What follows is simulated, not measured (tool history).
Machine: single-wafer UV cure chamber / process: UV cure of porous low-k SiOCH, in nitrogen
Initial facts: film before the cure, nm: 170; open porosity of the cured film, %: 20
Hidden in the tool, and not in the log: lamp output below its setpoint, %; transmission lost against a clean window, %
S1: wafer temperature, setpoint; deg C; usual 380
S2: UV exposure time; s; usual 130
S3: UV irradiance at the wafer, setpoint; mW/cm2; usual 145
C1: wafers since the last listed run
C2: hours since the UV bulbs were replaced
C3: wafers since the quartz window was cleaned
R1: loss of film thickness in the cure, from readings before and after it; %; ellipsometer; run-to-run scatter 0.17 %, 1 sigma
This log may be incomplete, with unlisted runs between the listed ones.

run   hour   S1   S2   S3   C1     C2    C3      R1
  1    0.0  380  130  145    0  577.7  1310  10.200
  2   14.1  380  130  145   47  591.8  1358   9.977
  3   31.2  368  130  145   58  608.9  1416   9.881
  4   62.4  368  130  145  106  640.1  1522   9.781
  5   87.8  380  130  145   86  665.5  1609  10.025
  6  109.5  380  130  145   73  687.2  1683   9.964
  7  132.2  380   80  145   77  709.9  1760   7.880
  8  150.8  380  130  145   63  728.5  1823   9.490
  9  182.1  380  130  145  106  759.8  1930  10.022
 10  199.2  380  130  145   58  776.9  1988   9.866
 11  220.4  380  130  145   72  798.1  2060   9.564
 12  241.9  380  130  145   73  819.6  2133   9.838
 13  267.0  380  130  145   85  844.7  2218   9.300
 14  291.6  380  130  145   83  869.3  2302   9.354
 15  318.3  380  130  145   90  896.0  2393   9.761
 16  350.5  380  130  145  109  928.2  2503   9.440
 17  367.8  380  130  145   58  945.5  2561   9.234
 18  382.2  380  130  158   48  959.9  2610   9.550
 19  401.7  373  130  157   66  979.4  2677   9.350
     435.7  -- UV bulbs replaced
     437.0  -- quartz window cleaned
 20  437.5  365  130  160   90    1.8     1  10.548
 21  445.5  380  130  160   27    9.8    28  10.647
 22  500.9  380  130  145  188   65.2   217  10.467
 23  514.3  390   55  172   45   78.6   262   7.876
 24  541.0  380  130  131   90  105.3   353   9.842
 25  568.5  386  130  177   93  132.8   447  10.988
 26  580.6  393   90  145   41  144.9   488   8.997
 27  601.5  380  130  145   71  165.8   559  10.181
 28  624.0  390  130  145   76  188.3   636  10.304

Predict each of these 3 candidate next runs independently; none follows another, all start after run 28:
  A  624.5  394  130  145   1  188.8  637   ?
  B  624.5  367  205  145   1  188.8  637   ?
  C  624.5  362  160  169   1  188.8  637   ?

run      R1
  A  10.587
  B  12.086
  C  11.576
With the hidden condition removed and each run's random variation left untouched, the same runs would have given:
run      R1
  A  10.773
  B  12.279
  C  11.767

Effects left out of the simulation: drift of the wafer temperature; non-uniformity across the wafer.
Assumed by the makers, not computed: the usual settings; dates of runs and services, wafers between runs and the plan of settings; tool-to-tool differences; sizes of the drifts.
